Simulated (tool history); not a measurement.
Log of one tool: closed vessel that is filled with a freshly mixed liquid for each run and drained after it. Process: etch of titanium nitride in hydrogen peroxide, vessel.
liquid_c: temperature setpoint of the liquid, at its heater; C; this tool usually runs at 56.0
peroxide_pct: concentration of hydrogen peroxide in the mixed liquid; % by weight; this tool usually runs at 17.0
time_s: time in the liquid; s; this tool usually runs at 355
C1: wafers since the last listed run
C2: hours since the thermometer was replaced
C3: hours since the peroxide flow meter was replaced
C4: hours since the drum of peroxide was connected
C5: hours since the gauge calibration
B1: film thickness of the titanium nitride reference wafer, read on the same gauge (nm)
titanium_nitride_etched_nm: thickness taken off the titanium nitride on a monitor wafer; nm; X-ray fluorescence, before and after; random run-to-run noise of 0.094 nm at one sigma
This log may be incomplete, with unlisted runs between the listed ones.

run 1 day=0.000 | liquid_c=56.0 peroxide_pct=17.0 time_s=480 | C1=0 C2=66.9 C3=190.7 C4=1302.9 C5=880.2 | B1=80.03 | titanium_nitride_etched_nm=21.76
-- day=1.758 new drum of peroxide connected
run 2 day=3.325 | liquid_c=56.0 peroxide_pct=17.0 time_s=480 | C1=8325 C2=146.7 C3=270.5 C4=37.6 C5=960.0 | B1=80.01 | titanium_nitride_etched_nm=21.43
run 3 day=6.442 | liquid_c=56.0 peroxide_pct=17.0 time_s=480 | C1=7903 C2=221.5 C3=345.3 C4=112.4 C5=1034.8 | B1=79.99 | titanium_nitride_etched_nm=21.45
-- day=8.075 peroxide flow meter replaced
run 4 day=9.171 | liquid_c=56.0 peroxide_pct=17.0 time_s=355 | C1=6814 C2=287.0 C3=26.3 C4=177.9 C5=1100.3 | B1=80.02 | titanium_nitride_etched_nm=15.77
run 5 day=12.221 | liquid_c=56.0 peroxide_pct=17.0 time_s=355 | C1=7733 C2=360.2 C3=99.5 C4=251.1 C5=1173.5 | B1=80.01 | titanium_nitride_etched_nm=15.67
run 6 day=15.692 | liquid_c=56.0 peroxide_pct=18.0 time_s=355 | C1=8801 C2=443.5 C3=182.8 C4=334.4 C5=1256.8 | B1=79.99 | titanium_nitride_etched_nm=15.67
run 7 day=19.638 | liquid_c=56.0 peroxide_pct=17.0 time_s=415 | C1=10005 C2=538.2 C3=277.5 C4=429.1 C5=1351.5 | B1=79.96 | titanium_nitride_etched_nm=18.41
run 8 day=23.450 | liquid_c=56.0 peroxide_pct=17.0 time_s=415 | C1=9667 C2=629.7 C3=369.0 C4=520.6 C5=1443.0 | B1=80.00 | titanium_nitride_etched_nm=18.10
run 9 day=25.925 | liquid_c=56.0 peroxide_pct=17.0 time_s=355 | C1=6275 C2=689.1 C3=428.4 C4=580.0 C5=1502.4 | B1=80.00 | titanium_nitride_etched_nm=15.31
-- day=26.262 peroxide flow meter replaced
run 10 day=28.788 | liquid_c=56.0 peroxide_pct=17.0 time_s=355 | C1=7152 C2=757.8 C3=60.6 C4=648.7 C5=1571.1 | B1=80.00 | titanium_nitride_etched_nm=15.35
-- day=28.829 gauge calibrated
-- day=30.517 thermometer replaced
run 11 day=32.546 | liquid_c=65.0 peroxide_pct=20.0 time_s=295 | C1=9424 C2=48.7 C3=150.8 C4=738.9 C5=89.2 | B1=80.02 | titanium_nitride_etched_nm=25.31
run 12 day=35.838 | liquid_c=56.0 peroxide_pct=17.0 time_s=480 | C1=8346 C2=127.7 C3=229.8 C4=817.9 C5=168.2 | B1=79.99 | titanium_nitride_etched_nm=21.31
run 13 day=39.242 | liquid_c=59.0 peroxide_pct=14.5 time_s=280 | C1=8632 C2=209.4 C3=311.5 C4=899.6 C5=249.9 | B1=79.99 | titanium_nitride_etched_nm=14.97
run 14 day=41.467 | liquid_c=56.0 peroxide_pct=17.0 time_s=355 | C1=5642 C2=262.8 C3=364.9 C4=953.0 C5=303.3 | B1=80.01 | titanium_nitride_etched_nm=15.85
-- day=44.588 peroxide flow meter replaced
run 15 day=46.262 | liquid_c=52.0 peroxide_pct=21.0 time_s=355 | C1=12055 C2=377.9 C3=40.2 C4=1068.1 C5=418.4 | B1=80.00 | titanium_nitride_etched_nm=12.41
run 16 day=50.662 | liquid_c=56.0 peroxide_pct=20.5 time_s=205 | C1=11157 C2=483.5 C3=145.8 C4=1173.7 C5=524.0 | B1=79.99 | titanium_nitride_etched_nm=9.43
-- day=51.500 new drum of peroxide connected
run 17 day=54.250 | liquid_c=56.0 peroxide_pct=21.5 time_s=490 | C1=8991 C2=569.6 C3=231.9 C4=66.0 C5=610.1 | B1=79.98 | titanium_nitride_etched_nm=22.64
run 18 day=57.417 | liquid_c=56.0 peroxide_pct=17.0 time_s=355 | C1=8029 C2=645.6 C3=307.9 C4=142.0 C5=686.1 | B1=80.00 | titanium_nitride_etched_nm=15.51
run 19 day=59.883 | liquid_c=56.0 peroxide_pct=15.0 time_s=355 | C1=6254 C2=704.8 C3=367.1 C4=201.2 C5=745.3 | B1=80.00 | titanium_nitride_etched_nm=15.17
-- day=63.062 peroxide flow meter replaced
run 20 day=63.946 | liquid_c=51.5 peroxide_pct=21.0 time_s=550 | C1=10195 C2=802.3 C3=21.2 C4=298.7 C5=842.8 | B1=80.01 | titanium_nitride_etched_nm=18.19
run 21 day=65.912 | liquid_c=56.0 peroxide_pct=12.0 time_s=355 | C1=4986 C2=849.5 C3=68.4 C4=345.9 C5=890.0 | B1=80.00 | titanium_nitride_etched_nm=14.29

3 ways to go on from here, each from the tool as it stands after run 21. What would each give?
run A day=65.942 | liquid_c=56.0 peroxide_pct=17.0 time_s=355 | C1=73 C2=850.2 C3=69.1 C4=346.6 C5=890.7 | B1=? | titanium_nitride_etched_nm=?
run B day=65.942 | liquid_c=59.0 peroxide_pct=17.0 time_s=355 | C1=73 C2=850.2 C3=69.1 C4=346.6 C5=890.7 | B1=? | titanium_nitride_etched_nm=?
run C day=65.942 | liquid_c=64.0 peroxide_pct=12.5 time_s=430 | C1=73 C2=850.2 C3=69.1 C4=346.6 C5=890.7 | B1=? | titanium_nitride_etched_nm=?

run=A B1=80.01 titanium_nitride_etched_nm=15.27
run=B B1=80.01 titanium_nitride_etched_nm=18.80
run=C B1=80.01 titanium_nitride_etched_nm=29.93
Stripped of hidden state, with their random variation kept, the same runs would have yielded:
run=A titanium_nitride_etched_nm=15.97
run=B titanium_nitride_etched_nm=19.64
run=C titanium_nitride_etched_nm=31.23

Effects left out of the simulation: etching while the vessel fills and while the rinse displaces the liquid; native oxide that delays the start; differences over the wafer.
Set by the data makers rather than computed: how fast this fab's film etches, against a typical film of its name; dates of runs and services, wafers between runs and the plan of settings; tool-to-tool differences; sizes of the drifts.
